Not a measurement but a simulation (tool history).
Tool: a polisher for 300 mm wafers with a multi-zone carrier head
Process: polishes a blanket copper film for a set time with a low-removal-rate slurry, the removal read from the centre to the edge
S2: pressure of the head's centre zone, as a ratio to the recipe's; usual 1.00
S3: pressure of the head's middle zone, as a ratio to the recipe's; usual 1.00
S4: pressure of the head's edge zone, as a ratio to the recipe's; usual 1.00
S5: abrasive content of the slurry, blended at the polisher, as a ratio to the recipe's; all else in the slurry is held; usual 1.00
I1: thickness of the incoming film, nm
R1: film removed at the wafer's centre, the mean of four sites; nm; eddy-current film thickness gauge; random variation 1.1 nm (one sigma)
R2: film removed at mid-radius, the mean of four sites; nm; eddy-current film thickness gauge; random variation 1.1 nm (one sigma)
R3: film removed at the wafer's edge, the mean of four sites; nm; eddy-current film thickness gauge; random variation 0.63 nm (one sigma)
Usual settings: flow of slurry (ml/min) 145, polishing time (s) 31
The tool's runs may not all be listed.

run 1 hour=0.0 | flow_of_slurry_(ml/min)=185 S2=1.00 S3=0.92 S4=1.00 S5=0.85 polishing_time_(s)=35 | I1=1398.2 | R1=101.7 R2=97.1 R3=100.1
run 2 hour=66.1 | flow_of_slurry_(ml/min)=145 S2=0.96 S3=1.00 S4=1.00 S5=0.80 polishing_time_(s)=31 | I1=1399.1 | R1=83.3 R2=83.2 R3=84.4
run 3 hour=94.0 | flow_of_slurry_(ml/min)=145 S2=1.00 S3=1.00 S4=1.00 S5=1.00 polishing_time_(s)=31 | I1=1374.0 | R1=87.9 R2=88.1 R3=89.1
run 4 hour=136.1 | flow_of_slurry_(ml/min)=145 S2=1.00 S3=1.00 S4=1.00 S5=1.00 polishing_time_(s)=31 | I1=1404.1 | R1=88.8 R2=88.4 R3=88.9
-- hour=164.7 worn pad replaced by a new one
run 5 hour=193.8 | flow_of_slurry_(ml/min)=145 S2=1.00 S3=1.00 S4=1.00 S5=1.00 polishing_time_(s)=31 | I1=1362.4 | R1=96.2 R2=97.4 R3=99.3
-- hour=234.4 centre zone pressure recalibrated
run 6 hour=252.4 | flow_of_slurry_(ml/min)=145 S2=1.00 S3=1.00 S4=1.00 S5=1.00 polishing_time_(s)=31 | I1=1373.1 | R1=94.3 R2=94.8 R3=95.5
run 7 hour=317.1 | flow_of_slurry_(ml/min)=145 S2=1.00 S3=0.97 S4=1.00 S5=1.00 polishing_time_(s)=31 | I1=1385.3 | R1=92.4 R2=90.5 R3=93.3
run 8 hour=364.5 | flow_of_slurry_(ml/min)=145 S2=0.92 S3=1.00 S4=1.00 S5=1.00 polishing_time_(s)=31 | I1=1387.9 | R1=85.1 R2=91.4 R3=91.1
run 9 hour=502.5 | flow_of_slurry_(ml/min)=100 S2=1.08 S3=1.00 S4=1.00 S5=1.00 polishing_time_(s)=31 | I1=1350.8 | R1=88.1 R2=83.2 R3=86.0
-- hour=537.0 worn pad replaced by a new one
run 10 hour=549.5 | flow_of_slurry_(ml/min)=145 S2=1.00 S3=1.00 S4=1.00 S5=1.00 polishing_time_(s)=31 | I1=1368.4 | R1=99.4 R2=98.4 R3=100.0
-- hour=568.6 carrier head's membrane replaced by a new one
run 11 hour=598.6 | flow_of_slurry_(ml/min)=145 S2=1.00 S3=1.10 S4=1.03 S5=0.90 polishing_time_(s)=31 | I1=1383.2 | R1=92.5 R2=102.2 R3=96.0
run 12 hour=651.7 | flow_of_slurry_(ml/min)=145 S2=1.00 S3=1.00 S4=1.00 S5=1.30 polishing_time_(s)=37 | I1=1406.6 | R1=118.5 R2=117.1 R3=120.6
run 13 hour=701.4 | flow_of_slurry_(ml/min)=125 S2=1.00 S3=1.00 S4=1.00 S5=1.00 polishing_time_(s)=31 | I1=1366.7 | R1=89.0 R2=91.0 R3=91.3
-- hour=713.0 edge zone pressure recalibrated
run 14 hour=757.4 | flow_of_slurry_(ml/min)=145 S2=1.00 S3=1.00 S4=1.02 S5=1.15 polishing_time_(s)=31 | I1=1398.4 | R1=94.4 R2=93.7 R3=95.6
-- hour=765.0 centre zone pressure recalibrated
-- hour=777.4 slurry nozzle cleaned
run 15 hour=790.8 | flow_of_slurry_(ml/min)=145 S2=0.89 S3=1.00 S4=1.10 S5=1.00 polishing_time_(s)=31 | I1=1379.2 | R1=83.3 R2=91.4 R3=96.1
run 16 hour=848.4 | flow_of_slurry_(ml/min)=145 S2=1.00 S3=1.00 S4=1.00 S5=1.00 polishing_time_(s)=31 | I1=1397.5 | R1=89.6 R2=92.4 R3=90.6
run 17 hour=897.7 | flow_of_slurry_(ml/min)=170 S2=0.89 S3=1.00 S4=1.10 S5=1.00 polishing_time_(s)=24 | I1=1356.2 | R1=64.2 R2=71.5 R3=73.7
-- hour=929.7 worn pad replaced by a new one
run 18 hour=958.5 | flow_of_slurry_(ml/min)=145 S2=1.09 S3=0.96 S4=0.92 S5=1.00 polishing_time_(s)=26 | I1=1385.8 | R1=88.6 R2=80.4 R3=79.7

The next listed run, before its measurement:
run 19 hour=1018.5 | flow_of_slurry_(ml/min)=145 S2=0.96 S3=1.00 S4=1.00 S5=0.80 polishing_time_(s)=31 | I1=1397.2 | R1=? R2=? R3=?

R1: 87.4 nm
R2: 90.8 nm
R3: 91.0 nm
Without the tool's hidden state the same run would have given R1 93.2 nm, R2 96.8 nm, R3 97.1 nm.
